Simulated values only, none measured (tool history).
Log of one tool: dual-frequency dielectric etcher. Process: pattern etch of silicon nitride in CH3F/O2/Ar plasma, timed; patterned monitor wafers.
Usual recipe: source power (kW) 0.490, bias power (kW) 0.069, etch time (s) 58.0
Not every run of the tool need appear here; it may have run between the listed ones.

| run | hour | source power (kW) | bias power (kW) | etch time (s) | wafers since the last listed run | hours since the last wet clean | hours since the last source power generator calibration | hours since the last bias power generator calibration | hours since the last upper electrode change | hours since the gauge calibration | read-back reference wafer on the same gauge, depth_nm | mean etch depth across the wafer (angstrom) |
|---|---|---|---|---|---|---|---|---|---|---|---|---|
| 1 | 0.0 | 0.460 | 0.069 | 58.0 | 0 | 383.7 | 1428.9 | 1653.1 | 1396.5 | 593.6 | 39.11 | 428.2 |
| 2 | 49.3 | 0.490 | 0.069 | 58.0 | 341 | 433.0 | 1478.2 | 1702.4 | 1445.8 | 642.9 | 39.13 | 443.8 |
| 3 | 110.1 | 0.490 | 0.069 | 58.0 | 421 | 493.8 | 1539.0 | 1763.2 | 1506.6 | 703.7 | 39.09 | 447.1 |
| 4 | 200.5 | 0.490 | 0.069 | 58.0 | 626 | 584.2 | 1629.4 | 1853.6 | 1597.0 | 794.1 | 39.12 | 449.4 |
|  | 238.4 | wet clean of the chamber |
| 5 | 298.8 | 0.490 | 0.069 | 58.0 | 515 | 60.4 | 1727.7 | 1951.9 | 1695.3 | 892.4 | 39.12 | 418.3 |
| 6 | 338.7 | 0.490 | 0.069 | 58.0 | 276 | 100.3 | 1767.6 | 1991.8 | 1735.2 | 932.3 | 39.09 | 421.3 |
| 7 | 385.3 | 0.440 | 0.062 | 58.0 | 323 | 146.9 | 1814.2 | 2038.4 | 1781.8 | 978.9 | 39.12 | 399.7 |
| 8 | 462.1 | 0.440 | 0.062 | 58.0 | 532 | 223.7 | 1891.0 | 2115.2 | 1858.6 | 1055.7 | 39.08 | 399.5 |
| 9 | 558.1 | 0.440 | 0.062 | 58.0 | 665 | 319.7 | 1987.0 | 2211.2 | 1954.6 | 1151.7 | 39.08 | 406.3 |
| 10 | 600.3 | 0.490 | 0.069 | 44.5 | 292 | 361.9 | 2029.2 | 2253.4 | 1996.8 | 1193.9 | 39.08 | 332.7 |
| 11 | 696.4 | 0.490 | 0.069 | 44.5 | 666 | 458.0 | 2125.3 | 2349.5 | 2092.9 | 1290.0 | 39.07 | 337.4 |
| 12 | 760.1 | 0.490 | 0.069 | 44.5 | 441 | 521.7 | 2189.0 | 2413.2 | 2156.6 | 1353.7 | 39.13 | 338.9 |
|  | 785.8 | wet clean of the chamber |
| 13 | 801.6 | 0.490 | 0.069 | 58.0 | 121 | 15.8 | 2230.5 | 2454.7 | 2198.1 | 1395.2 | 39.12 | 422.7 |
| 14 | 853.4 | 0.490 | 0.069 | 58.0 | 359 | 67.6 | 2282.3 | 2506.5 | 2249.9 | 1447.0 | 39.15 | 425.2 |
| 15 | 892.0 | 0.600 | 0.058 | 69.5 | 267 | 106.2 | 2320.9 | 2545.1 | 2288.5 | 1485.6 | 39.07 | 539.5 |
| 16 | 965.6 | 0.490 | 0.069 | 58.0 | 510 | 179.8 | 2394.5 | 2618.7 | 2362.1 | 1559.2 | 39.09 | 429.7 |
|  | 1022.3 | gauge calibrated |
| 17 | 1043.6 | 0.490 | 0.069 | 58.0 | 540 | 257.8 | 2472.5 | 2696.7 | 2440.1 | 21.3 | 39.08 | 431.3 |
| 18 | 1136.6 | 0.520 | 0.059 | 58.0 | 644 | 350.8 | 2565.5 | 2789.7 | 2533.1 | 114.3 | 39.09 | 432.8 |
|  | 1198.9 | bias power generator calibrated |
| 19 | 1214.5 | 0.540 | 0.059 | 58.0 | 512 | 428.7 | 2643.4 | 15.6 | 2611.0 | 192.2 | 39.12 | 441.1 |
|  | 1281.0 | wet clean of the chamber |
| 20 | 1299.4 | 0.490 | 0.086 | 58.0 | 422 | 18.4 | 2728.3 | 100.5 | 2695.9 | 277.1 | 39.10 | 444.3 |
| 21 | 1384.2 | 0.490 | 0.069 | 58.0 | 587 | 103.2 | 2813.1 | 185.3 | 2780.7 | 361.9 | 39.11 | 426.3 |
|  | 1413.3 | upper electrode replaced |
| 22 | 1420.4 | 0.460 | 0.055 | 67.5 | 84 | 139.4 | 2849.3 | 221.5 | 7.1 | 398.1 | 39.10 | 465.5 |
|  | 1459.6 | source power generator calibrated |
| 23 | 1489.2 | 0.490 | 0.053 | 43.5 | 449 | 208.2 | 29.6 | 290.3 | 75.9 | 466.9 | 39.10 | 306.0 |
| 24 | 1568.0 | 0.490 | 0.056 | 47.0 | 546 | 287.0 | 108.4 | 369.1 | 154.7 | 545.7 | 39.05 | 334.2 |
| 25 | 1636.1 | 0.490 | 0.069 | 58.0 | 472 | 355.1 | 176.5 | 437.2 | 222.8 | 613.8 | 39.10 | 435.0 |
| 26 | 1729.6 | 0.600 | 0.079 | 47.5 | 648 | 448.6 | 270.0 | 530.7 | 316.3 | 707.3 | 39.11 | 403.0 |
| 27 | 1828.3 | 0.490 | 0.069 | 58.0 | 684 | 547.3 | 368.7 | 629.4 | 415.0 | 806.0 | 39.08 | 448.0 |
|  | 1890.4 | wet clean of the chamber |
| 28 | 1935.8 | 0.430 | 0.077 | 44.0 | 578 | 45.4 | 476.2 | 736.9 | 522.5 | 913.5 | 39.09 | 313.2 |

For each run, what was the tool's unlogged condition?
source power that arrives over what is set, %: 0 at every run
bias power that arrives over what is set, %: 0 at every run
gauge reads high (%): 0 at every run
H1: etch rate over this chamber's usual, %
| run | H1 |
|---|---|
| 1 | 3.62 |
| 2 | 4.08 |
| 3 | 4.65 |
| 4 | 5.5 |
| 5 | -0.84 |
| 6 | -0.467 |
| 7 | -0.0303 |
| 8 | 0.689 |
| 9 | 1.59 |
| 10 | 1.98 |
| 11 | 2.88 |
| 12 | 3.48 |
| 13 | -0.151 |
| 14 | 0.334 |
| 15 | 0.696 |
| 16 | 1.38 |
| 17 | 2.11 |
| 18 | 2.99 |
| 19 | 3.72 |
| 20 | -0.277 |
| 21 | 0.517 |
| 22 | 0.856 |
| 23 | 1.5 |
| 24 | 2.24 |
| 25 | 2.88 |
| 26 | 3.75 |
| 27 | 4.68 |
| 28 | 0.394 |

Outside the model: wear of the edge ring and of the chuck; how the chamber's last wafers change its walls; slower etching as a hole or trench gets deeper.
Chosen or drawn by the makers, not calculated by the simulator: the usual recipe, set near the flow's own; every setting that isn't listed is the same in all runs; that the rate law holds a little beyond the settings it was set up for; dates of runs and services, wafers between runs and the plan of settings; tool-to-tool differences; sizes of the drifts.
